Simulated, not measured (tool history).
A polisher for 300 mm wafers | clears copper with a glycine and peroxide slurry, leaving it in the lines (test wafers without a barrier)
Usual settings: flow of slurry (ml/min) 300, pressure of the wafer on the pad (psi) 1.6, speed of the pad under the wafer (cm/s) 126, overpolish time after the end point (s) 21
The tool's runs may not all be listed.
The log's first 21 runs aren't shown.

| run | hour | flow of slurry (ml/min) | pressure of the wafer on the pad (psi) | speed of the pad under the wafer (cm/s) | overpolish time after the end point (s) | incoming thickness of the incoming film, nm | time until the end point was called (s) | dishing of a wide line in a test structure (nm) |
|---|---|---|---|---|---|---|---|---|
| 22 | 264.4 | 345 | 1.6 | 126 | 21 | 697.4 | 153.6 | 46.2 |
| 23 | 280.8 | 300 | 1.6 | 126 | 21 | 706.5 | 152.3 | 47.5 |
| 24 | 296.8 | 300 | 1.6 | 126 | 21 | 694.5 | 152.1 | 44.2 |
| 25 | 306.1 | 300 | 2.0 | 126 | 21 | 697.6 | 130.5 | 49.6 |
| 26 | 314.4 | 300 | 1.6 | 126 | 17 | 694.0 | 152.5 | 39.4 |
| 27 | 331.6 | 370 | 1.8 | 142 | 21 | 708.4 | 132.0 | 51.7 |
| 28 | 338.9 | 220 | 1.6 | 108 | 28 | 710.8 | 185.0 | 50.1 |
| 29 | 345.0 | 300 | 1.6 | 100 | 21 | 710.7 | 191.6 | 41.1 |
| 30 | 358.5 | 300 | 1.3 | 126 | 9 | 705.9 | 183.0 | 21.3 |
| 31 | 373.9 | 375 | 1.1 | 126 | 21 | 690.1 | 202.3 | 37.5 |
| 32 | 381.9 | 300 | 1.6 | 126 | 21 | 699.7 | 161.0 | 45.2 |
| 33 | 399.1 | 300 | 1.6 | 126 | 21 | 698.1 | 161.0 | 46.0 |
| 34 | 405.5 | 300 | 1.6 | 126 | 21 | 706.1 | 166.3 | 45.5 |

5 ways to go on from here, each from the tool as it stands after run 34. What would each give?
| A | 406.0 | 300 | 1.6 | 126 | 21 | 692.9 | ? | ? |
| B | 406.0 | 300 | 1.8 | 126 | 21 | 692.9 | ? | ? |
| C | 406.0 | 300 | 1.6 | 126 | 11 | 692.9 | ? | ? |
| D | 406.0 | 220 | 1.0 | 104 | 28 | 692.9 | ? | ? |
| E | 406.0 | 300 | 1.6 | 126 | 8 | 692.9 | ? | ? |

| run | time until the end point was called (s) | dishing of a wide line in a test structure (nm) |
|---|---|---|
| A | 163.5 | 44.4 |
| B | 149.9 | 46.9 |
| C | 163.5 | 28.0 |
| D | 263.4 | 39.8 |
| E | 163.5 | 21.6 |
Without the tool's hidden state the same runs would have given:
| run | time until the end point was called (s) | dishing of a wide line in a test structure (nm) |
|---|---|---|
| A | 153.2 | 46.2 |
| B | 140.6 | 48.6 |
| C | 153.2 | 29.5 |
| D | 244.9 | 41.9 |
| E | 153.2 | 22.8 |
